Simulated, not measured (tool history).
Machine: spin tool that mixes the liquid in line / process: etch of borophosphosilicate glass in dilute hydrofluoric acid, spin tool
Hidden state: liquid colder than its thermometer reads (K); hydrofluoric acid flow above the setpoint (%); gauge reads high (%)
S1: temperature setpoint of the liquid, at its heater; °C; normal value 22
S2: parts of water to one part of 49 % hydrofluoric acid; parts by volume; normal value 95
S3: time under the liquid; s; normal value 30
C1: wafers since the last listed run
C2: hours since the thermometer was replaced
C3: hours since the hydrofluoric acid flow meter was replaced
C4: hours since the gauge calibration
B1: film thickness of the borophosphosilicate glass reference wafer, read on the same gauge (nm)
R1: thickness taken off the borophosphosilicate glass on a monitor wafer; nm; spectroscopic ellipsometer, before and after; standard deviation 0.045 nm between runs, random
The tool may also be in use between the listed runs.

| run | hour | S1 | S2 | S3 | C1 | C2 | C3 | C4 | B1 | R1 |
|---|---|---|---|---|---|---|---|---|---|---|
| 1 | 0.0 | 22 | 95 | 30 | 0 | 866.1 | 1011.9 | 139.3 | 80.02 | 10.69 |
| 2 | 58.1 | 22 | 95 | 30 | 582 | 924.2 | 1070.0 | 197.4 | 80.02 | 10.86 |
| 3 | 126.8 | 22 | 95 | 30 | 688 | 992.9 | 1138.7 | 266.1 | 80.03 | 10.94 |
| 4 | 197.9 | 22 | 95 | 30 | 712 | 1064.0 | 1209.8 | 337.2 | 80.00 | 10.85 |
| 5 | 234.7 | 22 | 95 | 30 | 368 | 1100.8 | 1246.6 | 374.0 | 79.96 | 10.80 |
| 6 | 266.9 | 22 | 95 | 30 | 322 | 1133.0 | 1278.8 | 406.2 | 79.96 | 10.85 |
| 7 | 303.7 | 22 | 95 | 30 | 368 | 1169.8 | 1315.6 | 443.0 | 79.97 | 10.92 |
| 8 | 351.4 | 22 | 80 | 35 | 478 | 1217.5 | 1363.3 | 490.7 | 79.99 | 15.42 |
| 9 | 391.5 | 22 | 80 | 35 | 401 | 1257.6 | 1403.4 | 530.8 | 80.00 | 15.43 |
| 10 | 546.6 | 22 | 80 | 35 | 1554 | 1412.7 | 1558.5 | 685.9 | 79.95 | 15.61 |
|  | 572.6 | hydrofluoric acid flow meter replaced |
| 11 | 604.3 | 22 | 95 | 30 | 568 | 1470.4 | 31.7 | 743.6 | 80.01 | 10.37 |
| 12 | 653.0 | 17 | 115 | 15 | 488 | 1519.1 | 80.4 | 792.3 | 79.99 | 3.43 |
|  | 760.4 | thermometer replaced |
|  | 777.3 | gauge calibrated |
| 13 | 835.1 | 22 | 95 | 30 | 1815 | 74.7 | 262.5 | 57.8 | 80.03 | 10.50 |

Predict the results of run 14:
| 14 | 881.5 | 22 | 95 | 30 | 465 | 121.1 | 308.9 | 104.2 | ? | ? |

B1: 80.05
R1: 10.60 nm
Had the tool carried no hidden state, the very same run would have given R1 10.25 nm.
